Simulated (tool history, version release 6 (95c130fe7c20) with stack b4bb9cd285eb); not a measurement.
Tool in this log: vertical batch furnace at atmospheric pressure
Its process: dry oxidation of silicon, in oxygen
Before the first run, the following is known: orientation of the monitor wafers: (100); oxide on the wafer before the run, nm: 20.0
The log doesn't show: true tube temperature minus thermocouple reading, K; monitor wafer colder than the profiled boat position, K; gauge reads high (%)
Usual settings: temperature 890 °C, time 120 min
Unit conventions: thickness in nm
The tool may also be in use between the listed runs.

run   hour  temperature   time  wafers since the last listed run  hours since the last temperature calibration  hours since the boat lift was adjusted  hours since the gauge calibration  read-back reference wafer on the same gauge, thickness  thickness
  1      0          890    120                                 0                                          3389                                  1272.2                              286.6                                                   35.56      34.02
  2   68.9          890    120                               649                                        3457.9                                  1341.1                              355.5                                                   35.65      33.68
  3  115.4          890    120                               438                                        3504.4                                  1387.6                                402                                                    35.6      33.75
  4  185.9          890    120                               664                                        3574.9                                  1458.1                              472.5                                                   35.59      33.82
  5  256.8          890    120                               668                                        3645.8                                    1529                              543.4                                                   35.59      33.95
  6  292.3          890    120                               334                                        3681.3                                  1564.5                              578.9                                                   35.58       33.7
  7  326.8          883    120                               325                                        3715.8                                    1599                              613.4                                                   35.63       32.3
  8  388.6          883    120                               582                                        3777.6                                  1660.8                              675.2                                                    35.6      32.37
       439  -- boat lift adjusted
  9  453.1          890    120                               381                                        3842.1                                    14.1                              739.7                                                   35.62      33.53
 10  505.1          871   65.5                               490                                        3894.1                                    66.1                              791.7                                                   35.53      24.88
     570.3  -- thermocouples replaced and temperature profile calibrated
 11  575.2          890  101.5                               434                                           4.9                                   136.2                              861.8                                                    35.6      30.98
     621.9  -- boat lift adjusted, repeated, since the last time left the tool worse
 12  622.4          876    120                               218                                          52.1                                     0.5                                909                                                   35.58      31.39
 13  661.9          890  141.5                               372                                          91.6                                      40                              948.5                                                   35.59      36.86
     671.9  -- gauge calibrated
 14    719          882    120                               538                                         148.7                                    97.1                               47.1                                                   35.64      32.44
 15  787.6          911  162.5                               646                                         217.3                                   165.7                              115.7                                                    35.6      46.11
 16  853.4          879    120                               620                                         283.1                                   231.5                              181.5                                                   35.65      32.08
 17  892.3          883    120                               366                                           322                                   270.4                              220.4                                                   35.62      32.64

Here are 5 independent what-if runs from the current tool condition. What would each one return?
  A  898.5          908    120                                58                                         328.2                                   276.6                              226.6                                                       ?          ?
  B  898.5          890    147                                58                                         328.2                                   276.6                              226.6                                                       ?          ?
  C  898.5          880    165                                58                                         328.2                                   276.6                              226.6                                                       ?          ?
  D  898.5          876   96.5                                58                                         328.2                                   276.6                              226.6                                                       ?          ?
  E  898.5          874  174.5                                58                                         328.2                                   276.6                              226.6                                                       ?          ?

run  read-back reference wafer on the same gauge, thickness  thickness
  A                                                   35.59      38.92
  B                                                   35.59      37.51
  C                                                   35.59      36.74
  D                                                   35.59      29.03
  E                                                   35.59      36.07
With no hidden state in the tool, these same runs would have given:
run  thickness
  A      39.28
  B      37.86
  C      37.09
  D      29.24
  E       36.4
